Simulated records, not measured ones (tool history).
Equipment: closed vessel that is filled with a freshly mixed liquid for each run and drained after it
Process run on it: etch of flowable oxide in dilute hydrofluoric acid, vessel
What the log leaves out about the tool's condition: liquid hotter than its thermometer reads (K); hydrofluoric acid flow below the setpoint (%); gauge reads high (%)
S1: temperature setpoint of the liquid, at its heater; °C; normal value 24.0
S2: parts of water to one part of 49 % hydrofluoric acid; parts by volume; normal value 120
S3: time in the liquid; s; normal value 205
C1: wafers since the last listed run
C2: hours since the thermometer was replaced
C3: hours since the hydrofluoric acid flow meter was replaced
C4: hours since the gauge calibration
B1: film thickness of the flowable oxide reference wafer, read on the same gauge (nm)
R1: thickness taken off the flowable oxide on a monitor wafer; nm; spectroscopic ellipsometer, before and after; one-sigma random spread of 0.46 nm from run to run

Run 1, hour 0.0: usual settings; C1 0; C2 986.0; C3 646.7; C4 417.4; B1 100.00. Result: R1 57.87 nm.
Run 2, hour 91.8: usual settings but S3 295 s; C1 10755; C2 1077.8; C3 738.5; C4 509.2; B1 99.98. Result: R1 83.85 nm.
Run 3, hour 170.5: usual settings; C1 9220; C2 1156.5; C3 817.2; C4 587.9; B1 100.04. Result: R1 57.33 nm.
Run 4, hour 183.8: usual settings; C1 1558; C2 1169.8; C3 830.5; C4 601.2; B1 100.02. Result: R1 57.02 nm.
Run 5, hour 197.0: usual settings; C1 1546; C2 1183.0; C3 843.7; C4 614.4; B1 99.99. Result: R1 58.02 nm.
Run 6, hour 211.6: usual settings but S3 280 s; C1 1710; C2 1197.6; C3 858.3; C4 629.0; B1 100.03. Result: R1 78.83 nm.
Run 7, hour 224.5: usual settings but S3 280 s; C1 1511; C2 1210.5; C3 871.2; C4 641.9; B1 99.99. Result: R1 79.91 nm.
Run 8, hour 238.3: usual settings but S3 280 s; C1 1616; C2 1224.3; C3 885.0; C4 655.7; B1 99.99. Result: R1 80.54 nm.
Run 9, hour 260.2: usual settings; C1 2565; C2 1246.2; C3 906.9; C4 677.6; B1 100.00. Result: R1 58.30 nm.
Run 10, hour 294.0: usual settings; C1 3959; C2 1280.0; C3 940.7; C4 711.4; B1 100.03. Result: R1 58.58 nm.
Run 11, hour 326.9: usual settings; C1 3854; C2 1312.9; C3 973.6; C4 744.3; B1 100.02. Result: R1 58.27 nm.
Run 12, hour 353.7: usual settings; C1 3139; C2 1339.7; C3 1000.4; C4 771.1; B1 100.03. Result: R1 58.55 nm.
At hour 379.3: thermometer replaced.
Run 13, hour 385.9: usual settings but S3 280 s; C1 3655; C2 6.6; C3 1032.6; C4 803.3; B1 100.00. Result: R1 75.04 nm.
At hour 404.4: hydrofluoric acid flow meter replaced.
Run 14, hour 405.0: usual settings; C1 2120; C2 25.7; C3 0.6; C4 822.4; B1 100.00. Result: R1 55.24 nm.
Run 15, hour 421.3: usual settings; C1 1909; C2 42.0; C3 16.9; C4 838.7; B1 99.96. Result: R1 55.02 nm.
Run 16, hour 441.9: usual settings but S1 25.5 °C, S2 175 parts by volume, S3 135 s; C1 2413; C2 62.6; C3 37.5; C4 859.3; B1 99.98. Result: R1 24.24 nm.
Run 17, hour 461.6: usual settings but S1 22.0 °C; C1 2308; C2 82.3; C3 57.2; C4 879.0; B1 100.00. Result: R1 50.46 nm.
Run 18, hour 480.6: usual settings but S1 26.5 °C, S2 90 parts by volume, S3 280 s; C1 2225; C2 101.3; C3 76.2; C4 898.0; B1 100.01. Result: R1 113.32 nm.
At hour 507.9: gauge calibrated.
Run 19, hour 514.9: usual settings but S2 75 parts by volume; C1 4018; C2 135.6; C3 110.5; C4 7.0; B1 100.03. Result: R1 93.09 nm.
Run 20, hour 539.4: usual settings but S3 150 s; C1 2870; C2 160.1; C3 135.0; C4 31.5; B1 100.02. Result: R1 40.47 nm.
Run 21, hour 554.3: usual settings; C1 1745; C2 175.0; C3 149.9; C4 46.4; B1 100.01. Result: R1 55.98 nm.
Run 22, hour 589.0: usual settings but S3 285 s; C1 4065; C2 209.7; C3 184.6; C4 81.1; B1 99.96. Result: R1 76.19 nm.
Run 23, hour 609.2: usual settings but S1 19.5 °C, S2 105 parts by volume, S3 250 s; C1 2366; C2 229.9; C3 204.8; C4 101.3; B1 100.00. Result: R1 66.02 nm.
Run 24, hour 624.6: usual settings but S1 29.0 °C, S2 100 parts by volume; C1 1804; C2 245.3; C3 220.2; C4 116.7; B1 100.02. Result: R1 82.45 nm.
Run 25, hour 683.7: usual settings; C1 6924; C2 304.4; C3 279.3; C4 175.8; B1 100.01. Result: R1 55.21 nm.
Run 26, hour 705.3: usual settings; C1 2530; C2 326.0; C3 300.9; C4 197.4; B1 100.02. Result: R1 55.83 nm.
Run 27, hour 737.4: usual settings but S1 21.5 °C, S2 60 parts by volume; C1 3760; C2 358.1; C3 333.0; C4 229.5; B1 100.01. Result: R1 109.59 nm.
Run 28, hour 765.6: usual settings but S1 27.5 °C, S2 145 parts by volume, S3 270 s; C1 3303; C2 386.3; C3 361.2; C4 257.7; B1 100.00. Result: R1 67.55 nm.
Run 29, hour 783.1: usual settings but S1 20.5 °C, S3 275 s; C1 2050; C2 403.8; C3 378.7; C4 275.2; B1 99.96. Result: R1 65.16 nm.
Run 30, hour 809.5: usual settings but S3 85 s; C1 3092; C2 430.2; C3 405.1; C4 301.6; B1 100.00. Result: R1 23.03 nm.
Run 31, hour 823.6: usual settings but S1 26.5 °C; C1 1651; C2 444.3; C3 419.2; C4 315.7; B1 99.98. Result: R1 61.85 nm.
Run 32, hour 849.1: usual settings; C1 2987; C2 469.8; C3 444.7; C4 341.2; B1 100.01. Result: R1 55.87 nm.
Run 33, hour 871.1: usual settings but S1 28.0 °C, S3 110 s; C1 2577; C2 491.8; C3 466.7; C4 363.2; B1 100.01. Result: R1 35.32 nm.
Run 34, hour 904.4: usual settings; C1 3901; C2 525.1; C3 500.0; C4 396.5; B1 99.98. Result: R1 56.31 nm.

Here are 3 independent what-if runs from the current tool condition. What would each one return?
Run A, hour 905.1: usual settings; C1 82; C2 525.8; C3 500.7; C4 397.2; B1 ?. Result: R1 ?.
Run B, hour 905.1: usual settings but S1 19.5 °C, S2 175 parts by volume, S3 85 s; C1 82; C2 525.8; C3 500.7; C4 397.2; B1 ?. Result: R1 ?.
Run C, hour 905.1: usual settings but S1 22.5 °C, S3 305 s; C1 82; C2 525.8; C3 500.7; C4 397.2; B1 ?. Result: R1 ?.

run      B1     R1
  A  100.01  56.19
  B  100.01  12.62
  C  100.01  78.84
With no hidden state in the tool, these same runs would have given:
run     R1
  A  54.72
  B  12.28
  C  76.75
